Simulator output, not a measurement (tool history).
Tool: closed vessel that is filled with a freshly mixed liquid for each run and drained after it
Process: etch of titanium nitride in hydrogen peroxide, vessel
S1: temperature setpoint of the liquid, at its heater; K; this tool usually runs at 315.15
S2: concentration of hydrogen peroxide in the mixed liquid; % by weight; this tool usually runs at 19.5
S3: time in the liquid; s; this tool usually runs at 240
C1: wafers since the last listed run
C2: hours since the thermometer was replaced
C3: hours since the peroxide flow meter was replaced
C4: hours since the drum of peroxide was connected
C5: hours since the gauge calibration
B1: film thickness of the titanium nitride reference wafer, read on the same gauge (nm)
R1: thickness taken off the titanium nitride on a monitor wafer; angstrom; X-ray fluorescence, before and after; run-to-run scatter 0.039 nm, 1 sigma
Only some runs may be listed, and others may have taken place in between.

Run 1, hour 0.0: usual settings but S2 24.0 % by weight, S3 125 s; C1 0; C2 1310.6; C3 1460.6; C4 265.3; C5 215.0; B1 150.01. Result: R1 39.7 angstrom.
Run 2, hour 23.4: usual settings but S2 15.5 % by weight, S3 150 s; C1 1848; C2 1334.0; C3 1484.0; C4 288.7; C5 238.4; B1 150.02. Result: R1 43.7 angstrom.
Run 3, hour 35.1: usual settings but S2 18.0 % by weight, S3 345 s; C1 924; C2 1345.7; C3 1495.7; C4 300.4; C5 250.1; B1 150.00. Result: R1 105.8 angstrom.
Run 4, hour 45.6: usual settings but S2 18.0 % by weight, S3 345 s; C1 829; C2 1356.2; C3 1506.2; C4 310.9; C5 260.6; B1 149.99. Result: R1 104.8 angstrom.
Run 5, hour 57.9: usual settings but S2 18.0 % by weight, S3 345 s; C1 971; C2 1368.5; C3 1518.5; C4 323.2; C5 272.9; B1 150.01. Result: R1 104.4 angstrom.
Run 6, hour 71.6: usual settings but S1 322.15 K; C1 1082; C2 1382.2; C3 1532.2; C4 336.9; C5 286.6; B1 150.00. Result: R1 123.7 angstrom.
At hour 85.3: gauge calibrated.
Run 7, hour 87.0: usual settings but S1 322.15 K; C1 1216; C2 1397.6; C3 1547.6; C4 352.3; C5 1.7; B1 149.99. Result: R1 123.8 angstrom.
Run 8, hour 97.3: usual settings but S1 322.15 K; C1 813; C2 1407.9; C3 1557.9; C4 362.6; C5 12.0; B1 150.01. Result: R1 124.0 angstrom.
Run 9, hour 104.6: usual settings but S3 205 s; C1 576; C2 1415.2; C3 1565.2; C4 369.9; C5 19.3; B1 150.00. Result: R1 63.8 angstrom.
Run 10, hour 118.0: usual settings but S3 335 s; C1 1058; C2 1428.6; C3 1578.6; C4 383.3; C5 32.7; B1 149.99. Result: R1 103.8 angstrom.
Run 11, hour 131.2: usual settings but S1 307.65 K, S2 18.0 % by weight, S3 120 s; C1 1042; C2 1441.8; C3 1591.8; C4 396.5; C5 45.9; B1 150.00. Result: R1 20.6 angstrom.
Run 12, hour 145.5: usual settings but S1 307.65 K, S2 18.0 % by weight, S3 120 s; C1 1129; C2 1456.1; C3 1606.1; C4 410.8; C5 60.2; B1 150.02. Result: R1 20.7 angstrom.
Run 13, hour 156.2: usual settings but S1 311.65 K, S2 25.0 % by weight; C1 845; C2 1466.8; C3 1616.8; C4 421.5; C5 70.9; B1 149.98. Result: R1 60.7 angstrom.
At hour 164.5: peroxide flow meter replaced.
At hour 169.8: new drum of peroxide connected.
At hour 170.6: thermometer replaced.
Run 14, hour 171.7: usual settings but S2 16.0 % by weight, S3 355 s; C1 1004; C2 1.1; C3 7.2; C4 1.9; C5 86.4; B1 150.03. Result: R1 90.0 angstrom.
Run 15, hour 186.8: usual settings but S1 320.15 K; C1 1192; C2 16.2; C3 22.3; C4 17.0; C5 101.5; B1 150.00. Result: R1 91.5 angstrom.
Run 16, hour 194.0: usual settings but S1 322.65 K; C1 568; C2 23.4; C3 29.5; C4 24.2; C5 108.7; B1 150.00. Result: R1 111.5 angstrom.
Run 17, hour 247.7: usual settings but S3 195 s; C1 4241; C2 77.1; C3 83.2; C4 77.9; C5 162.4; B1 150.00. Result: R1 51.8 angstrom.
Run 18, hour 259.1: usual settings; C1 900; C2 88.5; C3 94.6; C4 89.3; C5 173.8; B1 150.00. Result: R1 64.1 angstrom.
Run 19, hour 268.9: usual settings but S1 307.15 K, S3 365 s; C1 774; C2 98.3; C3 104.4; C4 99.1; C5 183.6; B1 149.99. Result: R1 52.4 angstrom.
Run 20, hour 276.9: usual settings but S2 23.5 % by weight, S3 365 s; C1 631; C2 106.3; C3 112.4; C4 107.1; C5 191.6; B1 150.00. Result: R1 101.9 angstrom.

Branching from run 20: 5 alternative next runs. What would each branch give?
Run A, hour 277.6: usual settings but S2 22.5 % by weight; C1 55; C2 107.0; C3 113.1; C4 107.8; C5 192.3; B1 ?. Result: R1 ?.
Run B, hour 277.6: usual settings but S1 322.65 K, S2 18.0 % by weight, S3 180 s; C1 55; C2 107.0; C3 113.1; C4 107.8; C5 192.3; B1 ?. Result: R1 ?.
Run C, hour 277.6: usual settings but S2 22.0 % by weight; C1 55; C2 107.0; C3 113.1; C4 107.8; C5 192.3; B1 ?. Result: R1 ?.
Run D, hour 277.6: usual settings but S1 307.15 K, S2 23.0 % by weight; C1 55; C2 107.0; C3 113.1; C4 107.8; C5 192.3; B1 ?. Result: R1 ?.
Run E, hour 277.6: usual settings but S2 23.5 % by weight; C1 55; C2 107.0; C3 113.1; C4 107.8; C5 192.3; B1 ?. Result: R1 ?.

run      B1    R1
  A  150.03  66.8
  B  150.03  83.2
  C  150.03  66.5
  D  150.03  36.0
  E  150.03  67.4
Without the tool's hidden state the same runs would have given:
run    R1
  A  65.9
  B  82.2
  C  65.6
  D  35.5
  E  66.6

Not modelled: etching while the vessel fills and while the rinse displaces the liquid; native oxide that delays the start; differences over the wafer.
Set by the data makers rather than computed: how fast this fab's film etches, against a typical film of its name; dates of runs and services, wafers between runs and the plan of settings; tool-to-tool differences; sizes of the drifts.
